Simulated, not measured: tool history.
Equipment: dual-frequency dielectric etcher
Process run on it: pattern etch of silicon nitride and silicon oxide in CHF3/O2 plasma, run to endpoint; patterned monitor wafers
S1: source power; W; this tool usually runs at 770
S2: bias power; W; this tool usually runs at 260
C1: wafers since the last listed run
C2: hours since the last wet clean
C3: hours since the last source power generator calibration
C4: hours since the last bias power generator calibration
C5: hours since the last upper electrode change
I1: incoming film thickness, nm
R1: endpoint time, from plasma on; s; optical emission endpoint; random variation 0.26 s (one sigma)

{"run": 1, "day": 0.0, "S1": 770, "S2": 260, "C1": 0, "C2": 191.1, "C3": 3212.5, "C4": 3018.8, "C5": 4168.1, "I1": 168, "R1": 86}
{"run": 2, "day": 0.367, "S1": 770, "S2": 260, "C1": 41, "C2": 199.9, "C3": 3221.3, "C4": 3027.6, "C5": 4176.9, "I1": 166.8, "R1": 85.6}
{"run": 3, "day": 0.783, "S1": 770, "S2": 260, "C1": 46, "C2": 209.9, "C3": 3231.3, "C4": 3037.6, "C5": 4186.9, "I1": 166.7, "R1": 85.4}
{"run": 4, "day": 1.217, "S1": 770, "S2": 260, "C1": 48, "C2": 220.3, "C3": 3241.7, "C4": 3048, "C5": 4197.3, "I1": 166.3, "R1": 84.9}
{"run": 5, "day": 1.783, "S1": 770, "S2": 260, "C1": 63, "C2": 233.9, "C3": 3255.3, "C4": 3061.6, "C5": 4210.9, "I1": 167, "R1": 85.1}
{"run": 6, "day": 2.325, "S1": 770, "S2": 260, "C1": 60, "C2": 246.9, "C3": 3268.3, "C4": 3074.6, "C5": 4223.9, "I1": 168.2, "R1": 86.1}
{"run": 7, "day": 2.821, "S1": 770, "S2": 260, "C1": 55, "C2": 258.8, "C3": 3280.2, "C4": 3086.5, "C5": 4235.8, "I1": 166.8, "R1": 84.6}
{"run": 8, "day": 3.117, "S1": 730, "S2": 231, "C1": 33, "C2": 265.9, "C3": 3287.3, "C4": 3093.6, "C5": 4242.9, "I1": 166.6, "R1": 89.9}
{"run": 9, "day": 3.75, "S1": 730, "S2": 231, "C1": 70, "C2": 281.1, "C3": 3302.5, "C4": 3108.8, "C5": 4258.1, "I1": 166.8, "R1": 90.1}
{"run": 10, "day": 4.492, "S1": 730, "S2": 231, "C1": 82, "C2": 298.9, "C3": 3320.3, "C4": 3126.6, "C5": 4275.9, "I1": 165.7, "R1": 89.2}
{"day": 6.779, "done": "wet clean of the chamber"}
{"run": 11, "day": 6.8, "S1": 770, "S2": 260, "C1": 146, "C2": 0.5, "C3": 3375.7, "C4": 3182, "C5": 4331.3, "I1": 166.5, "R1": 85.9}
{"run": 12, "day": 7.346, "S1": 770, "S2": 260, "C1": 61, "C2": 13.6, "C3": 3388.8, "C4": 3195.1, "C5": 4344.4, "I1": 165.7, "R1": 84.7}
{"run": 13, "day": 8.075, "S1": 770, "S2": 282, "C1": 81, "C2": 31.1, "C3": 3406.3, "C4": 3212.6, "C5": 4361.9, "I1": 167.6, "R1": 84}
{"day": 8.483, "done": "source power generator calibrated"}
{"run": 14, "day": 8.588, "S1": 910, "S2": 208, "C1": 38, "C2": 43.4, "C3": 2.5, "C4": 3224.9, "C5": 4374.2, "I1": 166.3, "R1": 84.7}
{"run": 15, "day": 9.267, "S1": 880, "S2": 260, "C1": 76, "C2": 59.7, "C3": 18.8, "C4": 3241.2, "C5": 4390.5, "I1": 165.6, "R1": 81}
{"day": 9.933, "done": "bias power generator calibrated"}
{"run": 16, "day": 9.954, "S1": 920, "S2": 260, "C1": 58, "C2": 76.2, "C3": 35.3, "C4": 0.5, "C5": 4407, "I1": 166.2, "R1": 79.3}
{"run": 17, "day": 10.308, "S1": 670, "S2": 306, "C1": 39, "C2": 84.7, "C3": 43.8, "C4": 9, "C5": 4415.5, "I1": 165.4, "R1": 85.9}
{"run": 18, "day": 10.675, "S1": 630, "S2": 324, "C1": 41, "C2": 93.5, "C3": 52.6, "C4": 17.8, "C5": 4424.3, "I1": 166.5, "R1": 87.1}
{"day": 12.029, "done": "upper electrode replaced"}
{"run": 19, "day": 12.05, "S1": 600, "S2": 290, "C1": 41, "C2": 126.5, "C3": 85.6, "C4": 50.8, "C5": 0.5, "I1": 168, "R1": 92.6}
{"run": 20, "day": 12.067, "S1": 860, "S2": 229, "C1": 1, "C2": 126.9, "C3": 86, "C4": 51.2, "C5": 0.9, "I1": 166.7, "R1": 84.6}
{"run": 21, "day": 12.388, "S1": 770, "S2": 315, "C1": 35, "C2": 134.6, "C3": 93.7, "C4": 58.9, "C5": 8.6, "I1": 166.3, "R1": 80.9}
{"run": 22, "day": 12.892, "S1": 860, "S2": 285, "C1": 56, "C2": 146.7, "C3": 105.8, "C4": 71, "C5": 20.7, "I1": 168.2, "R1": 80.1}
{"run": 23, "day": 13.388, "S1": 770, "S2": 260, "C1": 55, "C2": 158.6, "C3": 117.7, "C4": 82.9, "C5": 32.6, "I1": 166.2, "R1": 84.9}
{"run": 24, "day": 15.238, "S1": 770, "S2": 260, "C1": 207, "C2": 203, "C3": 162.1, "C4": 127.3, "C5": 77, "I1": 165.1, "R1": 84}
{"run": 25, "day": 15.838, "S1": 580, "S2": 278, "C1": 67, "C2": 217.4, "C3": 176.5, "C4": 141.7, "C5": 91.4, "I1": 166.8, "R1": 94.6}
{"run": 26, "day": 16.5, "S1": 770, "S2": 260, "C1": 74, "C2": 233.3, "C3": 192.4, "C4": 157.6, "C5": 107.3, "I1": 167.4, "R1": 86}

Same runs, no hidden state in the tool, same run-to-run variation:
The tool's hidden condition here consists of: etch rate over this chamber's usual, %; source power that arrives over what is set, %; bias power that arrives over what is set, %.
run=1 R1=86.5
run=2 R1=86.1
run=3 R1=85.9
run=4 R1=85.5
run=5 R1=85.7
run=6 R1=86.8
run=7 R1=85.3
run=8 R1=90.6
run=9 R1=90.9
run=10 R1=90.1
run=11 R1=85.9
run=12 R1=84.8
run=13 R1=84
run=14 R1=84.8
run=15 R1=81.1
run=16 R1=79.5
run=17 R1=86.2
run=18 R1=87.4
run=19 R1=93
run=20 R1=84.9
run=21 R1=81.3
run=22 R1=80.5
run=23 R1=85.4
run=24 R1=84.6
run=25 R1=95.2
run=26 R1=86.6

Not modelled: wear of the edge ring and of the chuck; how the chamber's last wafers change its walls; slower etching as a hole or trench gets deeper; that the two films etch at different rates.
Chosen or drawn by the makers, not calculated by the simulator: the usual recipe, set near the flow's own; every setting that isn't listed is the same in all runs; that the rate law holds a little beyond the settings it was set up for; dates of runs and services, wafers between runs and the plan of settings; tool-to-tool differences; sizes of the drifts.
